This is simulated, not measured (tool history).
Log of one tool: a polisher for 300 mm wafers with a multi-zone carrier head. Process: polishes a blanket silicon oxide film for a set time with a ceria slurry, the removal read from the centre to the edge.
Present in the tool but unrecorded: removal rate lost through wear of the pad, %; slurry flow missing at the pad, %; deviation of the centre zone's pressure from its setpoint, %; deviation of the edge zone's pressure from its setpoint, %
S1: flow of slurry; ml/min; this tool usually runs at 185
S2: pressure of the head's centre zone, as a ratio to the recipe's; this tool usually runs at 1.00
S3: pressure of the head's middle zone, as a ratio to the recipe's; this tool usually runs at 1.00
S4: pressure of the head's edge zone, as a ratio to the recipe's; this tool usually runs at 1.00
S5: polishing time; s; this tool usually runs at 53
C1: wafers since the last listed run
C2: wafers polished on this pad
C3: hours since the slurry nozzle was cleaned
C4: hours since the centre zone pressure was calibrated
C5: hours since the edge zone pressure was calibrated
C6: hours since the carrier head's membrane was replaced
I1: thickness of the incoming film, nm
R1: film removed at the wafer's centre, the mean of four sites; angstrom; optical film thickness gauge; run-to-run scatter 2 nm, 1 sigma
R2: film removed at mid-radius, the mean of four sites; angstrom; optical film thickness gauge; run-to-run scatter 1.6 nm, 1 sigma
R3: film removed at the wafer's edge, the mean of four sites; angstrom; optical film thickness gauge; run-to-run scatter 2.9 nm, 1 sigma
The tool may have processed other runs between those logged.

run,hour,S1,S2,S3,S4,S5,C1,C2,C3,C4,C5,C6,I1,R1,R2,R3
1,0.0,185,1.00,1.00,1.00,53,0,835,402.4,495.0,889.8,681.9,1441.9,1942,1931,1881
2,50.4,185,1.00,1.00,1.00,53,511,1346,452.8,545.4,940.2,732.3,1441.9,1947,1926,1892
# hour 77.5: slurry nozzle cleaned
3,97.5,165,1.00,1.00,0.94,63,467,1814,20.0,592.5,987.3,779.4,1440.9,2366,2376,2296
4,128.5,185,1.00,1.00,1.00,53,314,2128,51.0,623.5,1018.3,810.4,1430.7,2031,2018,2021
5,177.1,185,1.07,1.00,1.00,38,493,2622,99.6,672.1,1066.9,859.0,1441.1,1537,1445,1409
6,214.3,185,1.12,1.00,1.00,53,377,2999,136.8,709.3,1104.1,896.2,1424.8,2218,1984,1979
# hour 238.6: carrier head's membrane replaced by a new one
7,281.1,185,0.88,1.00,1.06,53,626,3626,203.6,776.1,1170.9,42.5,1450.4,1837,1974,1989
8,313.7,185,1.00,1.00,1.00,53,330,3957,236.2,808.7,1203.5,75.1,1430.5,1987,1986,1951
# hour 333.1: worn pad replaced by a new one
9,370.8,185,1.12,0.95,1.09,36,538,382,293.3,865.8,1260.6,132.2,1435.0,1464,1267,1381
# hour 425.0: edge zone pressure recalibrated
# hour 426.2: centre zone pressure recalibrated
10,442.0,145,1.00,1.00,0.94,36,690,1072,364.5,15.8,17.0,203.4,1434.8,1292,1268,1226

Run 11, settings as shown, results not yet in. Your forecast:
11,489.9,165,0.89,0.90,1.00,43,485,1558,412.4,63.7,64.9,251.3,1440.9,?,?,?

Logged for run 11: R1 1405 angstrom, R2 1386 angstrom, R3 1524 angstrom.
The same run, on a tool lacking any hidden state, would have yielded R1 1494 angstrom, R2 1463 angstrom, R3 1584 angstrom.
